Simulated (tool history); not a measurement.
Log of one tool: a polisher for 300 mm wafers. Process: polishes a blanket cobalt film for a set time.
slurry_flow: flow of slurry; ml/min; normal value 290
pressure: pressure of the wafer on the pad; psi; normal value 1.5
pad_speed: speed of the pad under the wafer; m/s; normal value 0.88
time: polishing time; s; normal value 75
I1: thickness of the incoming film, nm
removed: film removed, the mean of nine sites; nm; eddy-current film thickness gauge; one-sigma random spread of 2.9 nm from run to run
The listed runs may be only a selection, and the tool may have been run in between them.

{"run": 1, "hour": 0.0, "slurry_flow": 290, "pressure": 1.7, "pad_speed": 1.02, "time": 75, "I1": 1537.6, "removed": 280.6}
{"run": 2, "hour": 57.6, "slurry_flow": 290, "pressure": 1.7, "pad_speed": 1.02, "time": 75, "I1": 1525, "removed": 280.1}
{"run": 3, "hour": 98.2, "slurry_flow": 290, "pressure": 1.5, "pad_speed": 0.88, "time": 75, "I1": 1508.3, "removed": 220.3}
{"hour": 154.4, "done": "worn pad replaced by a new one"}
{"run": 4, "hour": 169.0, "slurry_flow": 290, "pressure": 1.5, "pad_speed": 0.88, "time": 75, "I1": 1558.8, "removed": 212.5}
{"hour": 203.5, "done": "head pressure recalibrated"}
{"run": 5, "hour": 258.0, "slurry_flow": 290, "pressure": 1.5, "pad_speed": 0.88, "time": 75, "I1": 1535, "removed": 236.9}
{"run": 6, "hour": 349.7, "slurry_flow": 290, "pressure": 1.5, "pad_speed": 0.88, "time": 75, "I1": 1538.2, "removed": 237.3}
{"run": 7, "hour": 416.1, "slurry_flow": 290, "pressure": 1.5, "pad_speed": 0.88, "time": 75, "I1": 1518.5, "removed": 235.3}
{"hour": 438.6, "done": "slurry nozzle cleaned"}
{"run": 8, "hour": 506.5, "slurry_flow": 290, "pressure": 1.8, "pad_speed": 0.88, "time": 75, "I1": 1539.4, "removed": 278.5}
{"run": 9, "hour": 600.8, "slurry_flow": 290, "pressure": 1.8, "pad_speed": 0.88, "time": 75, "I1": 1556.4, "removed": 270.7}
{"run": 10, "hour": 668.4, "slurry_flow": 290, "pressure": 1.8, "pad_speed": 0.88, "time": 75, "I1": 1538.3, "removed": 276.7}
{"run": 11, "hour": 753.5, "slurry_flow": 290, "pressure": 1.5, "pad_speed": 0.88, "time": 75, "I1": 1508.1, "removed": 221.4}
{"hour": 775.3, "done": "head pressure recalibrated"}
{"run": 12, "hour": 791.6, "slurry_flow": 290, "pressure": 1.5, "pad_speed": 0.88, "time": 75, "I1": 1526.4, "removed": 233}
{"hour": 835.0, "done": "worn pad replaced by a new one"}
{"run": 13, "hour": 846.8, "slurry_flow": 290, "pressure": 1.5, "pad_speed": 0.88, "time": 75, "I1": 1506.4, "removed": 240.6}
{"run": 14, "hour": 901.1, "slurry_flow": 290, "pressure": 1.5, "pad_speed": 1.06, "time": 75, "I1": 1503.7, "removed": 271.4}
{"run": 15, "hour": 960.2, "slurry_flow": 290, "pressure": 1.5, "pad_speed": 0.88, "time": 75, "I1": 1530.3, "removed": 239.6}
{"run": 16, "hour": 1013.1, "slurry_flow": 290, "pressure": 1.5, "pad_speed": 0.88, "time": 75, "I1": 1547.1, "removed": 234.2}
{"hour": 1052.4, "done": "slurry nozzle cleaned"}
{"run": 17, "hour": 1091.8, "slurry_flow": 290, "pressure": 1.5, "pad_speed": 0.88, "time": 75, "I1": 1512.4, "removed": 234.7}
{"run": 18, "hour": 1173.0, "slurry_flow": 290, "pressure": 1.4, "pad_speed": 0.88, "time": 75, "I1": 1528.6, "removed": 213.8}
{"run": 19, "hour": 1230.7, "slurry_flow": 290, "pressure": 1.8, "pad_speed": 1.1, "time": 75, "I1": 1520, "removed": 315}
{"run": 20, "hour": 1275.7, "slurry_flow": 210, "pressure": 1.8, "pad_speed": 0.74, "time": 58, "I1": 1516.4, "removed": 174.6}
{"run": 21, "hour": 1338.0, "slurry_flow": 230, "pressure": 1.5, "pad_speed": 0.88, "time": 57, "I1": 1518, "removed": 163.3}
{"hour": 1412.3, "done": "worn pad replaced by a new one"}
{"run": 22, "hour": 1445.2, "slurry_flow": 235, "pressure": 1.5, "pad_speed": 0.88, "time": 75, "I1": 1514.8, "removed": 200}
{"hour": 1456.8, "done": "head pressure recalibrated"}
{"run": 23, "hour": 1508.7, "slurry_flow": 290, "pressure": 1.5, "pad_speed": 1.14, "time": 62, "I1": 1531.7, "removed": 244.7}
{"run": 24, "hour": 1589.8, "slurry_flow": 290, "pressure": 1.5, "pad_speed": 0.88, "time": 75, "I1": 1530.1, "removed": 247.2}
{"run": 25, "hour": 1660.1, "slurry_flow": 290, "pressure": 1.5, "pad_speed": 0.98, "time": 100, "I1": 1509.3, "removed": 338.4}
{"hour": 1707.0, "done": "slurry nozzle cleaned"}
{"run": 26, "hour": 1741.8, "slurry_flow": 290, "pressure": 1.9, "pad_speed": 0.7, "time": 66, "I1": 1540, "removed": 229.2}
{"run": 27, "hour": 1793.4, "slurry_flow": 205, "pressure": 1.9, "pad_speed": 1.06, "time": 96, "I1": 1518.4, "removed": 415.6}
{"run": 28, "hour": 1834.9, "slurry_flow": 365, "pressure": 1.5, "pad_speed": 1.1, "time": 86, "I1": 1533.7, "removed": 317.9}
{"run": 29, "hour": 1893.6, "slurry_flow": 290, "pressure": 1.5, "pad_speed": 0.88, "time": 75, "I1": 1527.4, "removed": 226.9}
{"run": 30, "hour": 1967.2, "slurry_flow": 290, "pressure": 1.1, "pad_speed": 1.08, "time": 94, "I1": 1536.3, "removed": 231.4}
{"run": 31, "hour": 2031.0, "slurry_flow": 290, "pressure": 1.5, "pad_speed": 0.88, "time": 98, "I1": 1546.8, "removed": 286.4}
{"hour": 2084.5, "done": "worn pad replaced by a new one"}
{"run": 32, "hour": 2085.0, "slurry_flow": 290, "pressure": 1.7, "pad_speed": 1.02, "time": 75, "I1": 1512.9, "removed": 274.5}
{"hour": 2149.5, "done": "head pressure recalibrated"}
{"run": 33, "hour": 2153.0, "slurry_flow": 230, "pressure": 1.5, "pad_speed": 0.88, "time": 75, "I1": 1552.4, "removed": 236.8}
{"run": 34, "hour": 2231.0, "slurry_flow": 290, "pressure": 1.8, "pad_speed": 1.1, "time": 75, "I1": 1534.8, "removed": 340.8}
{"hour": 2250.4, "done": "slurry nozzle cleaned"}
{"run": 35, "hour": 2298.2, "slurry_flow": 335, "pressure": 1.5, "pad_speed": 0.88, "time": 75, "I1": 1503.7, "removed": 242.9}
{"run": 36, "hour": 2386.1, "slurry_flow": 290, "pressure": 1.5, "pad_speed": 0.78, "time": 51, "I1": 1495.1, "removed": 148.9}
{"run": 37, "hour": 2542.7, "slurry_flow": 360, "pressure": 1.5, "pad_speed": 0.66, "time": 75, "I1": 1544.9, "removed": 195.8}

Here are 4 independent what-if runs from the current tool condition. What would each one return?
{"run": "A", "hour": 2543.2, "slurry_flow": 290, "pressure": 1.5, "pad_speed": 0.88, "time": 75, "I1": 1511.2, "removed": "?"}
{"run": "B", "hour": 2543.2, "slurry_flow": 250, "pressure": 1.5, "pad_speed": 0.88, "time": 75, "I1": 1511.2, "removed": "?"}
{"run": "C", "hour": 2543.2, "slurry_flow": 255, "pressure": 1.3, "pad_speed": 0.88, "time": 75, "I1": 1511.2, "removed": "?"}
{"run": "D", "hour": 2543.2, "slurry_flow": 355, "pressure": 1.5, "pad_speed": 0.88, "time": 52, "I1": 1511.2, "removed": "?"}

run=A removed=230.5
run=B removed=227
run=C removed=197.1
run=D removed=162.6
Take away the tool's hidden state, keep each run's random variation, and the runs would have read:
run=A removed=241.7
run=B removed=238.1
run=C removed=206.8
run=D removed=170.6
